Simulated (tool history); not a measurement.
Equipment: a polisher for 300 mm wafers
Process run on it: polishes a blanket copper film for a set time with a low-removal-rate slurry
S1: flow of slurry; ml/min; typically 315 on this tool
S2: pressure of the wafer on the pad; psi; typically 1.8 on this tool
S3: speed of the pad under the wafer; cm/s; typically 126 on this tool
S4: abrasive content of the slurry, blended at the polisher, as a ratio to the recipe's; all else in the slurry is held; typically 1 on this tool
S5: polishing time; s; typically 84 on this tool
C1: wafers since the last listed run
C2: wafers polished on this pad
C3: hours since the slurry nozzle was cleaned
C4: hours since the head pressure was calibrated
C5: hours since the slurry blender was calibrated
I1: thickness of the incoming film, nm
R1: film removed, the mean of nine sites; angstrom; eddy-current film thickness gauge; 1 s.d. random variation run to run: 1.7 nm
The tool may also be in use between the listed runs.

run,hour,S1,S2,S3,S4,S5,C1,C2,C3,C4,C5,I1,R1
1,0,315,1.8,126,1,84,0,4443,607.6,61.6,23.4,788.8,1687
# hour 6.1: slurry nozzle cleaned
# hour 21.9: worn pad replaced by a new one
2,68.7,315,1.5,126,0.8,84,578,424,62.6,130.3,92.1,784.5,1386
3,122.9,315,1.5,126,0.8,84,492,917,116.8,184.5,146.3,791.4,1384
4,169.1,315,1.8,126,1,84,419,1336,163,230.7,192.5,785.8,1666
5,200.5,315,1.8,126,1,84,285,1621,194.4,262.1,223.9,786.4,1645
6,251.1,315,1.8,126,1.05,84,459,2081,245,312.7,274.5,793.9,1714
7,293.9,315,1.8,126,1.05,84,388,2470,287.8,355.5,317.3,798.1,1670
8,347.8,315,1.8,160,1.1,106,489,2960,341.7,409.4,371.2,792.2,2789
9,374.5,390,1.8,110,1.15,84,242,3202,368.4,436.1,397.9,796.6,1505
10,406.8,315,2.4,126,1,84,293,3495,400.7,468.4,430.2,792.5,1975
11,451.9,400,2.3,140,0.75,84,409,3905,445.8,513.5,475.3,787.9,1967
# hour 470: slurry blender recalibrated
12,480.2,255,1.8,126,1,84,238,4144,474.1,541.8,10.2,787.9,1617
# hour 517.3: head pressure recalibrated
# hour 525.9: slurry nozzle cleaned
# hour 532.4: worn pad replaced by a new one
13,543.6,245,1.8,94,1,84,512,101,17.7,26.3,73.6,781,1214
14,596.4,350,1.4,146,1,84,479,581,70.5,79.1,126.4,781.1,1685
15,636.4,315,1.2,156,1,84,363,944,110.5,119.1,166.4,776.4,1634
16,668.5,315,1.8,126,1,93,291,1235,142.6,151.2,198.5,794.2,1865
17,716.9,265,1.8,126,1,98,439,1675,191,199.6,246.9,782.2,1881
18,873.7,315,1.5,126,0.8,84,1424,3099,347.8,356.4,403.7,793.2,1353
# hour 909.4: slurry blender recalibrated
# hour 971.2: worn pad replaced by a new one
19,988.5,315,1.8,126,1,109,988,156,462.6,471.2,79.1,782.2,2176
# hour 1050.1: slurry nozzle cleaned
20,1050.6,280,1.3,126,1,68,555,711,0.5,533.3,141.2,785.6,1121
# hour 1138.7: head pressure recalibrated
21,1202.2,360,1.2,126,1.2,92,1358,2070,152.1,63.5,292.8,783.5,1560
22,1233.5,315,1.6,160,1.25,84,284,2355,183.4,94.8,324.1,789.3,2109
23,1301.8,315,2.3,126,1.15,103,620,2975,251.7,163.1,392.4,784.6,2447
24,1340,315,1.2,126,1,69,347,3322,289.9,201.3,430.6,797.4,1098
# hour 1355.7: slurry blender recalibrated
25,1395.8,230,1.8,106,1.3,84,488,3811,345.7,257.1,40.1,791.8,1467
26,1451.3,315,1.8,126,1,84,504,4315,401.2,312.6,95.6,795.3,1667
# hour 1467.1: worn pad replaced by a new one
27,1476.4,315,1.8,126,1,84,191,84,426.3,337.7,120.7,779.7,1695
28,1524.9,410,1.8,90,1,84,440,524,474.8,386.2,169.2,796.3,1231
# hour 1602.3: slurry nozzle cleaned
29,1653.3,345,1.3,126,1,84,1157,1682,51,514.6,297.6,802.7,1375
30,1724.1,315,1.8,126,1,84,643,2325,121.8,585.4,368.4,781.3,1700

Take each entry between the runs: how does the hidden state at the last listed run before it differ from the hidden state at the first listed run after it?
In the gap between runs 1 and 2: slurry nozzle cleaned (hour 6.1); worn pad replaced by a new one (hour 21.9)
  the hidden state is the same at both runs
In the gap between runs 11 and 12: slurry blender recalibrated (hour 470)
  the hidden state is the same at both runs
In the gap between runs 12 and 13: head pressure recalibrated (hour 517.3); slurry nozzle cleaned (hour 525.9); worn pad replaced by a new one (hour 532.4)
  the hidden state is the same at both runs
In the gap between runs 18 and 19: slurry blender recalibrated (hour 909.4); worn pad replaced by a new one (hour 971.2)
  the hidden state is the same at both runs
In the gap between runs 19 and 20: slurry nozzle cleaned (hour 1050.1)
  the hidden state is the same at both runs
In the gap between runs 20 and 21: head pressure recalibrated (hour 1138.7)
  the hidden state is the same at both runs
In the gap between runs 24 and 25: slurry blender recalibrated (hour 1355.7)
  the hidden state is the same at both runs
In the gap between runs 26 and 27: worn pad replaced by a new one (hour 1467.1)
  the hidden state is the same at both runs
In the gap between runs 28 and 29: slurry nozzle cleaned (hour 1602.3)
  the hidden state is the same at both runs
